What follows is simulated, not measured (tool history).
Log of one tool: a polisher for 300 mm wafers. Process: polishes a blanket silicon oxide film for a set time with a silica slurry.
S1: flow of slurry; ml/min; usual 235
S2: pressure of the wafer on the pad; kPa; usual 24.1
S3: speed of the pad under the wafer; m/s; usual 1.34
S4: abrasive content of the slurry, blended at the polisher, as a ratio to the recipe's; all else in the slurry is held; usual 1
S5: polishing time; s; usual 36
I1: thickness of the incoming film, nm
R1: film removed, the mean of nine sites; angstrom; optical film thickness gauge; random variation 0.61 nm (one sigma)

run	hour	S1	S2	S3	S4	S5	I1	R1
1	0	235	24.1	1.34	1	36	723.6	955
2	15.6	235	24.1	1.34	1	36	732.6	950
3	26.8	235	24.1	1.34	1	36	725.1	957
4	42.8	235	24.1	1.34	1	36	731.3	945
5	55.3	235	24.1	1.34	1	36	741.4	945
6	67.9	235	24.1	1.34	1	36	729.1	946
7	89.2	235	24.1	1.34	1	36	729.4	936
# hour 93.9: worn pad replaced by a new one
# hour 101.5: head pressure recalibrated
8	102	235	24.1	1.34	1	36	734.4	941
9	114.9	235	24.1	1.34	1	36	744.6	937
10	121.6	235	24.1	1.34	1	36	734.3	943
# hour 147.6: conditioning disc replaced and pad reconditioned
11	147.9	235	21.4	0.92	0.8	36	735.7	605
12	166.2	235	24.1	1.34	1	36	727.4	931
# hour 171.6: slurry nozzle cleaned
13	177.3	235	24.1	1.34	1	36	728.2	1004
14	192.9	215	24.1	0.92	1	36	727.7	808
# hour 198.6: slurry blender recalibrated
15	200.4	235	19.3	1.34	0.9	36	718.2	766
# hour 204.8: worn pad replaced by a new one
16	215.6	235	24.1	1.34	1	36	731.3	1002
17	233.5	235	24.1	1.34	1	36	721.4	1005
18	240.7	215	26.9	1.34	1.1	29	723.8	935
19	255.3	260	24.1	1.34	1	40	730.1	1127
20	267.2	190	28.3	1.34	1	36	738.9	1137
21	279.3	275	24.1	1.34	1.25	36	733.3	1132

Forecast each of these 5 alternatives for the next run:
A	279.7	235	26.9	1.34	1	36	726.6	?
B	279.7	210	20.7	1.64	1	36	726.6	?
C	279.7	235	31	1.34	1	36	726.6	?
D	279.7	165	19.3	1.34	0.75	36	726.6	?
E	279.7	170	24.1	0.98	0.8	27	726.6	?

run	R1
A	1116
B	951
C	1288
D	650
E	536
Without the tool's hidden state the same runs would have given:
run	R1
A	1128
B	962
C	1301
D	660
E	544

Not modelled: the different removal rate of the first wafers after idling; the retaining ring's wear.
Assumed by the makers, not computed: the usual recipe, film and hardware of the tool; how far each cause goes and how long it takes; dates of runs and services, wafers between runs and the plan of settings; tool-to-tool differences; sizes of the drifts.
